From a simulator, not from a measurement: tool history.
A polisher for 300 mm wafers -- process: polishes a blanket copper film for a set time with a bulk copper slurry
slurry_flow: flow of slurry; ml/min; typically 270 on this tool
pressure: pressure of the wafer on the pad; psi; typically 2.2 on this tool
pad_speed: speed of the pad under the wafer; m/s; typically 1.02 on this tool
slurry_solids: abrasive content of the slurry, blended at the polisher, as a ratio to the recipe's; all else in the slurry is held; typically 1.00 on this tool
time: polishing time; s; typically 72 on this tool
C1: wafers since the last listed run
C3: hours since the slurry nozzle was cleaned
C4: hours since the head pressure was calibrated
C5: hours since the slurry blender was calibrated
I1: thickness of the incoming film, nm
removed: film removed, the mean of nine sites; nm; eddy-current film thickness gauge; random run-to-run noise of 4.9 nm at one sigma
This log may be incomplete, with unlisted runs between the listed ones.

Run 1, day 0.000: usual settings; C1 0; wafers polished on this pad 2191; C3 559.5; C4 464.7; C5 110.8; I1 4314.5. Result: removed 580.2 nm.
Run 2, day 2.854: usual settings; C1 556; wafers polished on this pad 2747; C3 628.0; C4 533.2; C5 179.3; I1 4155.8. Result: removed 583.7 nm.
At day 4.508: worn pad replaced by a new one.
At day 5.050: slurry nozzle cleaned.
Run 3, day 5.208: usual settings; C1 418; wafers polished on this pad 128; C3 3.8; C4 589.7; C5 235.8; I1 4256.3. Result: removed 573.8 nm.
Run 4, day 9.496: usual settings; C1 836; wafers polished on this pad 964; C3 106.7; C4 692.6; C5 338.7; I1 4161.6. Result: removed 587.9 nm.
At day 11.829: slurry blender recalibrated.
Run 5, day 13.642: usual settings; C1 792; wafers polished on this pad 1756; C3 206.2; C4 792.1; C5 43.5; I1 4315.4. Result: removed 573.1 nm.
Run 6, day 16.162: usual settings; C1 491; wafers polished on this pad 2248; C3 266.7; C4 852.6; C5 104.0; I1 4283.3. Result: removed 579.8 nm.
At day 18.625: head pressure recalibrated.
At day 20.667: worn pad replaced by a new one.
Run 7, day 20.988: usual settings; C1 892; wafers polished on this pad 62; C3 382.5; C4 56.7; C5 219.8; I1 4207.5. Result: removed 578.2 nm.
At day 30.179: slurry blender recalibrated.
Run 8, day 32.721: usual settings; C1 2272; wafers polished on this pad 2334; C3 664.1; C4 338.3; C5 61.0; I1 4281.7. Result: removed 578.1 nm.
Run 9, day 35.400: usual settings; C1 522; wafers polished on this pad 2857; C3 728.4; C4 402.6; C5 125.3; I1 4168.1. Result: removed 566.3 nm.
At day 36.317: slurry nozzle cleaned.
Run 10, day 37.817: usual settings; C1 463; wafers polished on this pad 3320; C3 36.0; C4 460.6; C5 183.3; I1 4181.8. Result: removed 583.5 nm.
At day 38.954: worn pad replaced by a new one.
Run 11, day 40.958: usual settings but pad_speed 1.30 m/s; C1 580; wafers polished on this pad 391; C3 111.4; C4 536.0; C5 258.7; I1 4244.0. Result: removed 680.6 nm.
Run 12, day 42.929: usual settings but slurry_flow 245 ml/min, pressure 1.5 psi, pad_speed 1.22 m/s, time 51 s; C1 384; wafers polished on this pad 775; C3 158.7; C4 583.3; C5 306.0; I1 4198.4. Result: removed 314.1 nm.

Expected results for the next run?
Run 13, day 47.238: usual settings but slurry_flow 360 ml/min, pressure 1.5 psi, slurry_solids 0.85; C1 840; wafers polished on this pad 1615; C3 262.1; C4 686.7; C5 409.4; I1 4284.7. Result: removed ?.

Run 13 yielded removed 396.9 nm.
Minus the tool's unlogged condition, the same run would have read removed 396.9 nm.

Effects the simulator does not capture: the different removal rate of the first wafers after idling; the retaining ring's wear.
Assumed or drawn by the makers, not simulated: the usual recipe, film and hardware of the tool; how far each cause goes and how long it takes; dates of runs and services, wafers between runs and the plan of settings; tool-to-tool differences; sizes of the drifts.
